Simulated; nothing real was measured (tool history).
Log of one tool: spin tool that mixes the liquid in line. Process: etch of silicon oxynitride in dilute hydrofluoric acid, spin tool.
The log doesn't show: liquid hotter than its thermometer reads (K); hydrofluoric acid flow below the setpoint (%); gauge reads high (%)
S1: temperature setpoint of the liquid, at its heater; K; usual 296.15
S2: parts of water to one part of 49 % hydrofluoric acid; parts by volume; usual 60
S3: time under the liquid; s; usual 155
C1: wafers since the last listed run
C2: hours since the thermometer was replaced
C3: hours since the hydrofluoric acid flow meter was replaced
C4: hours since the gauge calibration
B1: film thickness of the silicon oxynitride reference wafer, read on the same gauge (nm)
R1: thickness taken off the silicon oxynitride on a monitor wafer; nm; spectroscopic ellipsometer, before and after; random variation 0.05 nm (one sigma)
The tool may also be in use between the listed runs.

{"run": 1, "day": 0.0, "S1": 294.15, "S2": 60, "S3": 155, "C1": 0, "C2": 2098.9, "C3": 651.8, "C4": 69.6, "B1": 140.01, "R1": 12.03}
{"run": 2, "day": 1.354, "S1": 294.15, "S2": 60, "S3": 155, "C1": 280, "C2": 2131.4, "C3": 684.3, "C4": 102.1, "B1": 139.99, "R1": 12.07}
{"run": 3, "day": 2.817, "S1": 294.15, "S2": 60, "S3": 155, "C1": 303, "C2": 2166.5, "C3": 719.4, "C4": 137.2, "B1": 139.99, "R1": 12.02}
{"run": 4, "day": 3.767, "S1": 296.15, "S2": 60, "S3": 155, "C1": 196, "C2": 2189.3, "C3": 742.2, "C4": 160.0, "B1": 140.01, "R1": 13.13}
{"run": 5, "day": 4.562, "S1": 296.15, "S2": 60, "S3": 155, "C1": 164, "C2": 2208.4, "C3": 761.3, "C4": 179.1, "B1": 139.98, "R1": 13.23}
{"day": 4.9, "done": "thermometer replaced"}
{"run": 6, "day": 5.483, "S1": 296.15, "S2": 60, "S3": 155, "C1": 182, "C2": 14.0, "C3": 783.4, "C4": 201.2, "B1": 139.97, "R1": 11.72}
{"day": 5.521, "done": "gauge calibrated"}
{"run": 7, "day": 6.533, "S1": 296.15, "S2": 60, "S3": 155, "C1": 217, "C2": 39.2, "C3": 808.6, "C4": 24.3, "B1": 140.04, "R1": 11.67}
{"day": 6.871, "done": "hydrofluoric acid flow meter replaced"}
{"run": 8, "day": 7.042, "S1": 296.15, "S2": 60, "S3": 155, "C1": 96, "C2": 51.4, "C3": 4.1, "C4": 36.5, "B1": 140.01, "R1": 12.18}
{"run": 9, "day": 8.217, "S1": 296.15, "S2": 40, "S3": 240, "C1": 243, "C2": 79.6, "C3": 32.3, "C4": 64.7, "B1": 140.01, "R1": 28.73}
{"run": 10, "day": 9.567, "S1": 292.65, "S2": 80, "S3": 85, "C1": 279, "C2": 112.0, "C3": 64.7, "C4": 97.1, "B1": 139.99, "R1": 4.19}
{"run": 11, "day": 10.796, "S1": 296.15, "S2": 60, "S3": 155, "C1": 254, "C2": 141.5, "C3": 94.2, "C4": 126.6, "B1": 140.04, "R1": 12.21}
{"run": 12, "day": 11.688, "S1": 293.65, "S2": 85, "S3": 65, "C1": 184, "C2": 162.9, "C3": 115.6, "C4": 148.0, "B1": 139.97, "R1": 3.15}
{"run": 13, "day": 13.633, "S1": 298.15, "S2": 30, "S3": 205, "C1": 403, "C2": 209.6, "C3": 162.3, "C4": 194.7, "B1": 139.98, "R1": 36.56}
{"day": 13.938, "done": "gauge calibrated"}
{"run": 14, "day": 14.712, "S1": 296.15, "S2": 75, "S3": 155, "C1": 223, "C2": 235.5, "C3": 188.2, "C4": 18.6, "B1": 139.95, "R1": 9.55}

Some steps in R1 between neighbouring runs. How much of each would the tool show without its hidden state too (settings, what came in, random variation), and how much is left for the hidden state, with any gauge scatter that isn't in both results?
Run 5 -> 6: thermometer replaced. R1 -1.51 nm: hidden state -1.51, all else +0.00.
Run 12 -> 13: S1 293.65 -> 298.15, S2 85 -> 30, S3 65 -> 205. R1 +33.41 nm: hidden state +0.21, all else +33.20.
